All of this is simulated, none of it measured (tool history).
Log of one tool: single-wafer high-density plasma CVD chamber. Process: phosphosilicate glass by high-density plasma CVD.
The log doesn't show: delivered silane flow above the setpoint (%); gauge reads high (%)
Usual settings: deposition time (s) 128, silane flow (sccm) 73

run,hour,deposition time (s),silane flow (sccm),wafers since the last listed run,hours since the silane flow controller was replaced,hours since the gauge calibration,"read-back reference wafer on the same gauge, thickness_nm",mean film thickness on the monitor wafer (nm)
1,0.0,128,73,0,3329.9,613.8,849.037,918.094
2,42.4,128,73,308,3372.3,656.2,849.041,923.973
3,108.4,111,73,479,3438.3,722.2,848.593,797.686
4,176.1,111,73,492,3506.0,789.9,848.770,802.538
5,211.0,111,73,253,3540.9,824.8,848.977,805.407
6,262.5,116,64,374,3592.4,876.3,849.559,739.575
7,301.9,116,64,286,3631.8,915.7,849.046,737.212
8,344.0,113,73,306,3673.9,957.8,849.717,816.996
9,386.2,128,73,306,3716.1,1000.0,848.902,930.280
10,440.8,128,73,397,3770.7,1054.6,849.386,929.008
11,472.7,128,73,231,3802.6,1086.5,849.193,935.394
# hour 524.7: gauge calibrated
12,541.7,128,84,501,3871.6,17.0,847.796,1076.413
13,575.2,128,65,243,3905.1,50.5,849.360,831.030
14,766.9,139,81,1393,4096.8,242.2,849.255,1134.420
15,812.7,148,65,333,4142.6,288.0,848.910,964.722
16,860.1,136,65,344,4190.0,335.4,847.991,888.972
17,918.2,128,68,422,4248.1,393.5,848.270,886.303
18,978.5,128,73,438,4308.4,453.8,848.916,945.899
19,1016.9,152,59,279,4346.8,492.2,849.236,907.605
# hour 1048.6: silane flow controller replaced
20,1077.8,128,61,384,29.2,553.1,850.332,748.772
21,1118.5,146,60,295,69.9,593.8,848.664,837.663
22,1305.4,146,60,1359,256.8,780.7,848.383,839.839
23,1331.4,120,73,189,282.8,806.7,848.624,838.803
24,1421.8,139,62,657,373.2,897.1,850.059,823.718

4 ways to go on from here, each from the tool as it stands after run 24. What would each give?
A,1422.2,128,67,2,373.6,897.5,?,?
B,1422.2,136,73,2,373.6,897.5,?,?
C,1422.2,113,60,2,373.6,897.5,?,?
D,1422.2,128,82,2,373.6,897.5,?,?

run,"read-back reference wafer on the same gauge, thickness_nm",mean film thickness on the monitor wafer (nm)
A,849.612,823.545
B,849.612,953.376
C,849.612,651.077
D,849.612,1007.920
Without the tool's hidden state the same runs would have given:
run,mean film thickness on the monitor wafer (nm)
A,819.785
B,949.023
C,648.104
D,1003.319
